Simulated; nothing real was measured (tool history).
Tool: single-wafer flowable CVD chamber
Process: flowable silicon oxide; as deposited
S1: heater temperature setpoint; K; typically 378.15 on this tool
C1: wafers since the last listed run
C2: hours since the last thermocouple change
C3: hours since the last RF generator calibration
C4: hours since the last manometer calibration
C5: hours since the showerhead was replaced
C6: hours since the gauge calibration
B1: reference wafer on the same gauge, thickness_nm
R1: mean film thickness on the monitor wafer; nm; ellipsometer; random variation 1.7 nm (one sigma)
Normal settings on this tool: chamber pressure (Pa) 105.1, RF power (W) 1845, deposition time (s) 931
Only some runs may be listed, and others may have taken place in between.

{"run": 1, "hour": 0.0, "S1": 378.15, "chamber pressure (Pa)": 105.1, "RF power (W)": 1845, "deposition time (s)": 931, "C1": 0, "C2": 920.5, "C3": 1498.8, "C4": 1080.8, "C5": 1983.1, "C6": 294.7, "B1": 498.858, "R1": 467.742}
{"run": 2, "hour": 16.4, "S1": 378.15, "chamber pressure (Pa)": 105.1, "RF power (W)": 1845, "deposition time (s)": 931, "C1": 21, "C2": 936.9, "C3": 1515.2, "C4": 1097.2, "C5": 1999.5, "C6": 311.1, "B1": 498.782, "R1": 466.333}
{"run": 3, "hour": 25.0, "S1": 378.15, "chamber pressure (Pa)": 105.1, "RF power (W)": 1625, "deposition time (s)": 931, "C1": 11, "C2": 945.5, "C3": 1523.8, "C4": 1105.8, "C5": 2008.1, "C6": 319.7, "B1": 498.992, "R1": 443.282}
{"run": 4, "hour": 39.2, "S1": 378.15, "chamber pressure (Pa)": 105.1, "RF power (W)": 1625, "deposition time (s)": 931, "C1": 18, "C2": 959.7, "C3": 1538.0, "C4": 1120.0, "C5": 2022.3, "C6": 333.9, "B1": 499.087, "R1": 445.894}
{"run": 5, "hour": 47.8, "S1": 378.15, "chamber pressure (Pa)": 105.1, "RF power (W)": 1845, "deposition time (s)": 931, "C1": 11, "C2": 968.3, "C3": 1546.6, "C4": 1128.6, "C5": 2030.9, "C6": 342.5, "B1": 498.909, "R1": 467.226}
{"run": 6, "hour": 56.8, "S1": 378.15, "chamber pressure (Pa)": 105.1, "RF power (W)": 1845, "deposition time (s)": 931, "C1": 11, "C2": 977.3, "C3": 1555.6, "C4": 1137.6, "C5": 2039.9, "C6": 351.5, "B1": 498.885, "R1": 467.312}
{"run": 7, "hour": 66.8, "S1": 378.15, "chamber pressure (Pa)": 105.1, "RF power (W)": 1845, "deposition time (s)": 931, "C1": 12, "C2": 987.3, "C3": 1565.6, "C4": 1147.6, "C5": 2049.9, "C6": 361.5, "B1": 499.008, "R1": 468.197}
{"run": 8, "hour": 77.5, "S1": 378.15, "chamber pressure (Pa)": 105.1, "RF power (W)": 1845, "deposition time (s)": 931, "C1": 13, "C2": 998.0, "C3": 1576.3, "C4": 1158.3, "C5": 2060.6, "C6": 372.2, "B1": 499.146, "R1": 466.59}
{"run": 9, "hour": 102.4, "S1": 378.15, "chamber pressure (Pa)": 105.1, "RF power (W)": 1845, "deposition time (s)": 989, "C1": 32, "C2": 1022.9, "C3": 1601.2, "C4": 1183.2, "C5": 2085.5, "C6": 397.1, "B1": 498.898, "R1": 499.258}
{"hour": 111.6, "done": "capacitance manometer re-zeroed and calibrated"}
{"run": 10, "hour": 111.9, "S1": 391.15, "chamber pressure (Pa)": 105.1, "RF power (W)": 1535, "deposition time (s)": 815, "C1": 1, "C2": 1032.4, "C3": 1610.7, "C4": 0.3, "C5": 2095.0, "C6": 406.6, "B1": 498.983, "R1": 216.19}
{"run": 11, "hour": 120.6, "S1": 369.15, "chamber pressure (Pa)": 83.7, "RF power (W)": 1710, "deposition time (s)": 805, "C1": 11, "C2": 1041.1, "C3": 1619.4, "C4": 9.0, "C5": 2103.7, "C6": 415.3, "B1": 498.828, "R1": 353.543}
{"run": 12, "hour": 135.5, "S1": 368.15, "chamber pressure (Pa)": 105.1, "RF power (W)": 1845, "deposition time (s)": 931, "C1": 19, "C2": 1056.0, "C3": 1634.3, "C4": 23.9, "C5": 2118.6, "C6": 430.2, "B1": 499.113, "R1": 549.836}
{"hour": 155.6, "done": "showerhead replaced"}
{"run": 13, "hour": 156.1, "S1": 378.15, "chamber pressure (Pa)": 87.3, "RF power (W)": 1845, "deposition time (s)": 931, "C1": 16, "C2": 1076.6, "C3": 1654.9, "C4": 44.5, "C5": 0.5, "C6": 450.8, "B1": 498.88, "R1": 331.402}
{"hour": 165.5, "done": "thermocouple changed; heater temperature recalibrated"}
{"run": 14, "hour": 166.0, "S1": 384.15, "chamber pressure (Pa)": 105.1, "RF power (W)": 1845, "deposition time (s)": 931, "C1": 2, "C2": 0.5, "C3": 1664.8, "C4": 54.4, "C5": 10.4, "C6": 460.7, "B1": 499.335, "R1": 329.288}
{"hour": 176.7, "done": "RF generator calibrated"}
{"run": 15, "hour": 179.3, "S1": 378.15, "chamber pressure (Pa)": 105.1, "RF power (W)": 1720, "deposition time (s)": 931, "C1": 6, "C2": 13.8, "C3": 2.6, "C4": 67.7, "C5": 23.7, "C6": 474.0, "B1": 499.019, "R1": 388.373}
{"hour": 194.2, "done": "capacitance manometer re-zeroed and calibrated, repeated, since the last time left the tool worse"}
{"run": 16, "hour": 194.7, "S1": 392.15, "chamber pressure (Pa)": 105.1, "RF power (W)": 1750, "deposition time (s)": 1021, "C1": 9, "C2": 29.2, "C3": 18.0, "C4": 0.5, "C5": 39.1, "C6": 489.4, "B1": 499.138, "R1": 305.9}
{"run": 17, "hour": 203.5, "S1": 369.15, "chamber pressure (Pa)": 95.3, "RF power (W)": 1550, "deposition time (s)": 1095, "C1": 11, "C2": 38.0, "C3": 26.8, "C4": 9.3, "C5": 47.9, "C6": 498.2, "B1": 498.95, "R1": 582.49}
{"hour": 214.8, "done": "gauge calibrated"}
{"run": 18, "hour": 215.1, "S1": 378.15, "chamber pressure (Pa)": 105.1, "RF power (W)": 1845, "deposition time (s)": 931, "C1": 15, "C2": 49.6, "C3": 38.4, "C4": 20.9, "C5": 59.5, "C6": 0.3, "B1": 499.043, "R1": 442.561}
{"run": 19, "hour": 223.2, "S1": 366.15, "chamber pressure (Pa)": 105.1, "RF power (W)": 1845, "deposition time (s)": 1085, "C1": 10, "C2": 57.7, "C3": 46.5, "C4": 29.0, "C5": 67.6, "C6": 8.4, "B1": 499.272, "R1": 756.483}
{"run": 20, "hour": 236.9, "S1": 373.15, "chamber pressure (Pa)": 130.3, "RF power (W)": 1965, "deposition time (s)": 870, "C1": 17, "C2": 71.4, "C3": 60.2, "C4": 42.7, "C5": 81.3, "C6": 22.1, "B1": 498.873, "R1": 605.518}
{"run": 21, "hour": 247.8, "S1": 378.15, "chamber pressure (Pa)": 84.1, "RF power (W)": 1975, "deposition time (s)": 781, "C1": 14, "C2": 82.3, "C3": 71.1, "C4": 53.6, "C5": 92.2, "C6": 33.0, "B1": 499.062, "R1": 300.548}
{"run": 22, "hour": 255.6, "S1": 370.15, "chamber pressure (Pa)": 124.9, "RF power (W)": 2065, "deposition time (s)": 931, "C1": 10, "C2": 90.1, "C3": 78.9, "C4": 61.4, "C5": 100.0, "C6": 40.8, "B1": 498.888, "R1": 698.291}
{"run": 23, "hour": 262.0, "S1": 378.15, "chamber pressure (Pa)": 116.7, "RF power (W)": 1845, "deposition time (s)": 931, "C1": 8, "C2": 96.5, "C3": 85.3, "C4": 67.8, "C5": 106.4, "C6": 47.2, "B1": 498.954, "R1": 489.625}
{"run": 24, "hour": 271.0, "S1": 385.15, "chamber pressure (Pa)": 85.2, "RF power (W)": 1845, "deposition time (s)": 931, "C1": 11, "C2": 105.5, "C3": 94.3, "C4": 76.8, "C5": 115.4, "C6": 56.2, "B1": 499.206, "R1": 286.309}
{"run": 25, "hour": 311.6, "S1": 387.15, "chamber pressure (Pa)": 98.0, "RF power (W)": 1500, "deposition time (s)": 931, "C1": 52, "C2": 146.1, "C3": 134.9, "C4": 117.4, "C5": 156.0, "C6": 96.8, "B1": 498.662, "R1": 282.565}
{"run": 26, "hour": 327.3, "S1": 378.15, "chamber pressure (Pa)": 105.1, "RF power (W)": 1720, "deposition time (s)": 931, "C1": 20, "C2": 161.8, "C3": 150.6, "C4": 133.1, "C5": 171.7, "C6": 112.5, "B1": 498.772, "R1": 428.712}
{"run": 27, "hour": 341.0, "S1": 378.15, "chamber pressure (Pa)": 105.1, "RF power (W)": 1845, "deposition time (s)": 931, "C1": 17, "C2": 175.5, "C3": 164.3, "C4": 146.8, "C5": 185.4, "C6": 126.2, "B1": 499.129, "R1": 443.621}

5 ways to go on from here, each from the tool as it stands after run 27. What would each give?
{"run": "A", "hour": 341.7, "S1": 378.15, "chamber pressure (Pa)": 105.1, "RF power (W)": 1845, "deposition time (s)": 931, "C1": 0, "C2": 176.2, "C3": 165.0, "C4": 147.5, "C5": 186.1, "C6": 126.9, "B1": "?", "R1": "?"}
{"run": "B", "hour": 341.7, "S1": 363.15, "chamber pressure (Pa)": 79.9, "RF power (W)": 1685, "deposition time (s)": 773, "C1": 0, "C2": 176.2, "C3": 165.0, "C4": 147.5, "C5": 186.1, "C6": 126.9, "B1": "?", "R1": "?"}
{"run": "C", "hour": 341.7, "S1": 384.15, "chamber pressure (Pa)": 88.3, "RF power (W)": 1700, "deposition time (s)": 769, "C1": 0, "C2": 176.2, "C3": 165.0, "C4": 147.5, "C5": 186.1, "C6": 126.9, "B1": "?", "R1": "?"}
{"run": "D", "hour": 341.7, "S1": 378.15, "chamber pressure (Pa)": 124.0, "RF power (W)": 1845, "deposition time (s)": 822, "C1": 0, "C2": 176.2, "C3": 165.0, "C4": 147.5, "C5": 186.1, "C6": 126.9, "B1": "?", "R1": "?"}
{"run": "E", "hour": 341.7, "S1": 378.15, "chamber pressure (Pa)": 91.5, "RF power (W)": 1585, "deposition time (s)": 931, "C1": 0, "C2": 176.2, "C3": 165.0, "C4": 147.5, "C5": 186.1, "C6": 126.9, "B1": "?", "R1": "?"}

run=A B1=498.947 R1=442.727
run=B B1=498.947 R1=439.243
run=C B1=498.947 R1=246.286
run=D B1=498.947 R1=461.115
run=E B1=498.947 R1=362.473
Stripped of hidden state, with their random variation kept, the same runs would have yielded:
run=A R1=446.723
run=B R1=443.344
run=C R1=248.585
run=D R1=464.961
run=E R1=365.858
